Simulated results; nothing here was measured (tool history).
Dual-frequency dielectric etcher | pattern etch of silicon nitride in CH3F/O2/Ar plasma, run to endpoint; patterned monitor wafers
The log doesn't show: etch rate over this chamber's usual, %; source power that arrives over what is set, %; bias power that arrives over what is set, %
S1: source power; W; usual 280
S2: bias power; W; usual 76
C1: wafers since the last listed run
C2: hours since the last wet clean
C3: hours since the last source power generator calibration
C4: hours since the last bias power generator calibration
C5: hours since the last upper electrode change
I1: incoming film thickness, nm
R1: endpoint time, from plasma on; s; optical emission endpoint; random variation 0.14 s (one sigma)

run	hour	S1	S2	C1	C2	C3	C4	C5	I1	R1
1	0.0	280	76	0	247.0	1700.8	1436.8	1373.1	23.28	38.1
2	49.8	280	76	729	296.8	1750.6	1486.6	1422.9	23.25	38.3
3	90.5	280	76	596	337.5	1791.3	1527.3	1463.6	23.38	38.4
4	120.7	280	76	442	367.7	1821.5	1557.5	1493.8	23.52	38.8
5	149.6	280	76	423	396.6	1850.4	1586.4	1522.7	23.50	38.8
# hour 180.8: wet clean of the chamber
6	208.8	280	76	515	28.0	1909.6	1645.6	1581.9	23.54	38.8
7	255.6	280	76	685	74.8	1956.4	1692.4	1628.7	23.75	39.0
8	327.2	280	76	1049	146.4	2028.0	1764.0	1700.3	23.43	38.3
9	388.4	290	76	896	207.6	2089.2	1825.2	1761.5	23.44	37.8
10	432.8	290	76	650	252.0	2133.6	1869.6	1805.9	23.54	38.2
11	496.7	280	76	936	315.9	2197.5	1933.5	1869.8	23.38	38.3
12	529.8	280	65	485	349.0	2230.6	1966.6	1902.9	23.50	39.9
13	561.0	280	90	457	380.2	2261.8	1997.8	1934.1	23.55	36.7
# hour 594.4: wet clean of the chamber
14	627.4	280	76	621	33.0	2328.2	2064.2	2000.5	23.27	38.1
15	683.3	280	59	819	88.9	2384.1	2120.1	2056.4	23.32	41.0
16	724.5	280	76	603	130.1	2425.3	2161.3	2097.6	23.30	38.4
17	750.3	280	76	378	155.9	2451.1	2187.1	2123.4	23.42	38.5

The next listed run, before its measurement:
18	794.6	280	76	649	200.2	2495.4	2231.4	2167.7	23.31	?

R1: 38.2 s
Without the tool's hidden state the same run would have given R1 38.2 s.
